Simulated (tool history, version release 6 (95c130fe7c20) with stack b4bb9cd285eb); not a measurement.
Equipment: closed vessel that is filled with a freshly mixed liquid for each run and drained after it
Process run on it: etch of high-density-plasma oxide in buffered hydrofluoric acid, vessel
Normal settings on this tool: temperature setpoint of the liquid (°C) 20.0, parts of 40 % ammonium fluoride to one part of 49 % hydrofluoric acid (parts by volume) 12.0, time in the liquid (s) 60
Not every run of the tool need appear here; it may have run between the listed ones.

run,hour,temperature setpoint of the liquid (°C),parts of 40 % ammonium fluoride to one part of 49 % hydrofluoric acid (parts by volume),time in the liquid (s),"read-back film thickness of the high-density-plasma oxide reference wafer, read on the same gauge (nm)",thickness taken off the high-density-plasma oxide on a monitor wafer (angstrom)
1,0.0,20.0,12.0,60,80.01,802.2
2,56.5,20.0,12.0,60,79.97,807.2
3,120.6,22.0,12.0,60,80.01,905.6
4,167.1,20.0,12.0,60,79.99,805.6
5,251.2,20.0,12.0,60,79.95,806.5
# hour 254.3: hydrofluoric acid flow meter replaced
6,333.9,20.0,12.0,60,80.00,805.4
7,395.0,20.0,12.0,60,80.02,808.9
8,449.0,20.0,12.0,60,80.03,803.4
9,526.9,21.5,12.0,60,79.98,877.8
# hour 555.0: thermometer replaced
10,566.9,21.5,12.0,60,79.99,881.0
11,622.8,21.5,12.0,60,80.03,870.8
12,721.3,20.0,15.0,60,80.00,651.8
13,759.1,22.0,7.5,35,80.03,818.0
# hour 815.9: hydrofluoric acid flow meter replaced
14,821.0,20.0,12.0,60,80.06,803.9
15,869.6,17.5,12.0,60,80.00,702.1
16,963.2,20.0,15.0,60,79.99,647.6
# hour 1009.4: gauge calibrated
17,1079.5,17.0,12.0,60,80.02,683.6
18,1139.2,20.0,12.0,60,80.00,804.4
19,1180.1,20.0,12.0,60,79.99,806.3
20,1243.9,20.0,9.0,35,79.96,598.6
21,1346.0,20.0,10.5,60,79.98,924.8
# hour 1352.3: hydrofluoric acid flow meter replaced
22,1427.9,20.0,12.0,85,80.01,1140.5

What was the tool's hidden state at every run in the log?
liquid hotter than its thermometer reads (K): 0 across all the runs
hydrofluoric acid flow below the setpoint (%): 0 across all the runs
gauge reads high (%): 0 across all the runs

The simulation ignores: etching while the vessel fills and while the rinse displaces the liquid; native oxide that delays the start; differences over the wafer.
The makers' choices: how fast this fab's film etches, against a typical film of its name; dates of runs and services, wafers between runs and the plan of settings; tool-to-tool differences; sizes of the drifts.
